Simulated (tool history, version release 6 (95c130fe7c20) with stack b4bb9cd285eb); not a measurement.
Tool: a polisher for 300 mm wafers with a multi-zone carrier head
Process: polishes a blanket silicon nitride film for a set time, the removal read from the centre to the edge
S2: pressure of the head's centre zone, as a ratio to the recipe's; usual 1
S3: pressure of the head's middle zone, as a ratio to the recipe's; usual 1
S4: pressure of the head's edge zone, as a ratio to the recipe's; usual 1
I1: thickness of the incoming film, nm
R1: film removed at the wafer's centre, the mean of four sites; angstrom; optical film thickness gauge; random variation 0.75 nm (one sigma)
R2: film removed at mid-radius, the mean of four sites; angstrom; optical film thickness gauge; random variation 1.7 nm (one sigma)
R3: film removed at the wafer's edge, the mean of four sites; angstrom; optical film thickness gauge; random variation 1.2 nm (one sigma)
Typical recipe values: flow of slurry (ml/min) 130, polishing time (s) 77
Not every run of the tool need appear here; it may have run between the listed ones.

Run 1, hour 0: usual settings; I1 737.8. Result: R1 1095 angstrom, R2 1128 angstrom, R3 1130 angstrom.
Run 2, hour 39.5: usual settings; I1 739.9. Result: R1 1077 angstrom, R2 1098 angstrom, R3 1107 angstrom.
Run 3, hour 95.4: usual settings but flow of slurry (ml/min) 150; I1 733.1. Result: R1 1092 angstrom, R2 1101 angstrom, R3 1118 angstrom.
At hour 125.3: slurry nozzle cleaned.
At hour 140.1: worn pad replaced by a new one.
Run 4, hour 163.7: usual settings but flow of slurry (ml/min) 150; I1 738.9. Result: R1 1138 angstrom, R2 1144 angstrom, R3 1167 angstrom.
Run 5, hour 199.7: usual settings but flow of slurry (ml/min) 150; I1 731.5. Result: R1 1131 angstrom, R2 1170 angstrom, R3 1165 angstrom.
Run 6, hour 235.6: usual settings; I1 751.3. Result: R1 1076 angstrom, R2 1137 angstrom, R3 1116 angstrom.
Run 7, hour 290.7: usual settings; I1 749.7. Result: R1 1072 angstrom, R2 1090 angstrom, R3 1130 angstrom.
Run 8, hour 331.4: usual settings but polishing time (s) 103; I1 736.5. Result: R1 1418 angstrom, R2 1465 angstrom, R3 1453 angstrom.
Run 9, hour 380.9: usual settings but flow of slurry (ml/min) 110, S2 0.91, S3 1.1, S4 1.05; I1 722.7. Result: R1 899 angstrom, R2 1116 angstrom, R3 1067 angstrom.
At hour 425.6: worn pad replaced by a new one.
Run 10, hour 440.4: usual settings; I1 751.5. Result: R1 1080 angstrom, R2 1129 angstrom, R3 1136 angstrom.
Run 11, hour 498.7: usual settings but S2 1.03, S4 1.1, polishing time (s) 94; I1 747.4. Result: R1 1357 angstrom, R2 1390 angstrom, R3 1447 angstrom.
At hour 621.6: edge zone pressure recalibrated.
Run 12, hour 678.9: usual settings but flow of slurry (ml/min) 120, S2 1.03, S3 1.12, S4 1.11; I1 757.3. Result: R1 1027 angstrom, R2 1181 angstrom, R3 1127 angstrom.
At hour 701: worn pad replaced by a new one.
Run 13, hour 745.5: usual settings but flow of slurry (ml/min) 160, S3 0.89; I1 739.5. Result: R1 1107 angstrom, R2 1037 angstrom, R3 1149 angstrom.
At hour 767.2: slurry nozzle cleaned.
Run 14, hour 770.3: usual settings; I1 747.1. Result: R1 1057 angstrom, R2 1118 angstrom, R3 1118 angstrom.
At hour 788.6: carrier head's membrane replaced by a new one.
Run 15, hour 841.8: usual settings but polishing time (s) 92; I1 739.1. Result: R1 1237 angstrom, R2 1356 angstrom, R3 1351 angstrom.
At hour 844.8: centre zone pressure recalibrated.
Run 16, hour 879.9: usual settings but flow of slurry (ml/min) 95, S2 1.05; I1 749.2. Result: R1 1035 angstrom, R2 1048 angstrom, R3 1050 angstrom.
Run 17, hour 904.5: usual settings but polishing time (s) 66; I1 731.9. Result: R1 921 angstrom, R2 937 angstrom, R3 939 angstrom.
Run 18, hour 969: usual settings; I1 737.6. Result: R1 1053 angstrom, R2 1071 angstrom, R3 1060 angstrom.
At hour 987.7: worn pad replaced by a new one.
Run 19, hour 1022.8: usual settings but flow of slurry (ml/min) 95, S2 1.06; I1 739.4. Result: R1 1059 angstrom, R2 1048 angstrom, R3 1075 angstrom.
Run 20, hour 1055.9: usual settings but S4 0.93; I1 750.6. Result: R1 1088 angstrom, R2 1134 angstrom, R3 1089 angstrom.
Run 21, hour 1112.9: usual settings but flow of slurry (ml/min) 115, S4 1.04; I1 731.6. Result: R1 1052 angstrom, R2 1094 angstrom, R3 1125 angstrom.
Run 22, hour 1157.8: usual settings; I1 741.7. Result: R1 1070 angstrom, R2 1137 angstrom, R3 1105 angstrom.

Consider 4 possible next runs. They are alternatives, not a sequence: every one starts from the tool as it was left by run 22. What does each give?
Run A, hour 1158.3: usual settings; I1 734.8. Result: R1 ?, R2 ?, R3 ?.
Run B, hour 1158.3: usual settings but flow of slurry (ml/min) 100; I1 734.8. Result: R1 ?, R2 ?, R3 ?.
Run C, hour 1158.3: usual settings but S2 1.09, polishing time (s) 64; I1 734.8. Result: R1 ?, R2 ?, R3 ?.
Run D, hour 1158.3: usual settings but S2 0.97, S4 1.09, polishing time (s) 51; I1 734.8. Result: R1 ?, R2 ?, R3 ?.

run    R1    R2    R3
  A  1075  1075  1125
  B  1002  1011  1079
  C   974   893   935
  D   690   712   778
With the hidden condition removed and each run's random variation left untouched, the same runs would have given:
run    R1    R2    R3
  A  1113  1105  1156
  B  1038  1039  1109
  C  1009   918   961
  D   715   732   799
